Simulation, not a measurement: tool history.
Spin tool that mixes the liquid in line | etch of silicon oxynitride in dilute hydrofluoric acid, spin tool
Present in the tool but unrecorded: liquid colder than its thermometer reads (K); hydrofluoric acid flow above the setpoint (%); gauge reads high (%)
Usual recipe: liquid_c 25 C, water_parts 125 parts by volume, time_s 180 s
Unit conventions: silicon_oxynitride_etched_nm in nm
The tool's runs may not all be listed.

run   hour  liquid_c  water_parts  time_s  wafers since the last listed run  hours since the thermometer was replaced  hours since the hydrofluoric acid flow meter was replaced  hours since the gauge calibration  read-back film thickness of the silicon oxynitride reference wafer, read on the same gauge (nm)  silicon_oxynitride_etched_nm
  1      0        25          125     180                                 0                                      2616                                                     1472.5                              346.1                                                                                          109.986                         2.419
      83.2  -- gauge calibrated
  2   88.1        25          160     180                               786                                    2704.1                                                     1560.6                                4.9                                                                                          109.991                         1.833
  3  121.1        25          160     180                               294                                    2737.1                                                     1593.6                               37.9                                                                                          110.014                         1.808
  4    153        25          170     255                               284                                      2769                                                     1625.5                               69.8                                                                                          110.016                         2.428
  5  186.3        25          155     180                               297                                    2802.3                                                     1658.8                              103.1                                                                                          109.997                         1.897
  6  208.7        25          125     180                               199                                    2824.7                                                     1681.2                              125.5                                                                                          109.977                         2.492
  7  243.8        25          125     180                               313                                    2859.8                                                     1716.3                              160.6                                                                                          109.994                         2.428
  8  264.6        25          140     180                               185                                    2880.6                                                     1737.1                              181.4                                                                                          109.985                         2.144
     293.3  -- thermometer replaced
  9  294.2        25          125     180                               255                                       0.9                                                     1766.7                                211                                                                                           110.01                         2.443
 10  310.8        25          125     180                               148                                      17.5                                                     1783.3                              227.6                                                                                          109.997                          2.45
 11  327.9        25          125     180                               152                                      34.6                                                     1800.4                              244.7                                                                                          109.993                         2.414
 12  363.9        25          125     180                               321                                      70.6                                                     1836.4                              280.7                                                                                          109.994                         2.451
     381.5  -- hydrofluoric acid flow meter replaced
 13  389.9        25          125     180                               223                                      96.6                                                        8.4                              306.7                                                                                          109.995                         2.488
 14  406.5        25          125     280                               148                                     113.2                                                         25                              323.3                                                                                          109.982                         3.823
     428.8  -- gauge calibrated
 15  442.2        27          125      95                               318                                     148.9                                                       60.7                               13.4                                                                                          109.981                         1.378
 16  462.5        23          125     105                               181                                     169.2                                                         81                               33.7                                                                                           110.02                         1.285
 17  482.5        25          125     180                               178                                     189.2                                                        101                               53.7                                                                                          110.012                         2.439
 18    513        25          125     180                               272                                     219.7                                                      131.5                               84.2                                                                                          109.995                         2.468
 19  527.6      29.5          145     215                               130                                     234.3                                                      146.1                               98.8                                                                                          109.993                         3.001
 20    553        29           95     115                               226                                     259.7                                                      171.5                              124.2                                                                                          109.982                         2.522
 21  572.6        22          110     145                               174                                     279.3                                                      191.1                              143.8                                                                                          109.959                         1.915
 22  586.2        25          150     255                               121                                     292.9                                                      204.7                              157.4                                                                                          110.022                         2.779
 23  620.9        25          110      80                               309                                     327.6                                                      239.4                              192.1                                                                                          110.038                         1.231
 24    656      23.5          125      90                               313                                     362.7                                                      274.5                              227.2                                                                                          110.006                         1.128
 25  673.7        25          125     255                               158                                     380.4                                                      292.2                              244.9                                                                                          109.992                         3.419
 26    689      27.5          180     255                               136                                     395.7                                                      307.5                              260.2                                                                                          110.025                         2.559

Exercise: give the hidden state of the tool at every run:
liquid colder than its thermometer reads (K): 0 on each run
hydrofluoric acid flow above the setpoint (%): 0 on each run
gauge reads high (%): 0 on each run
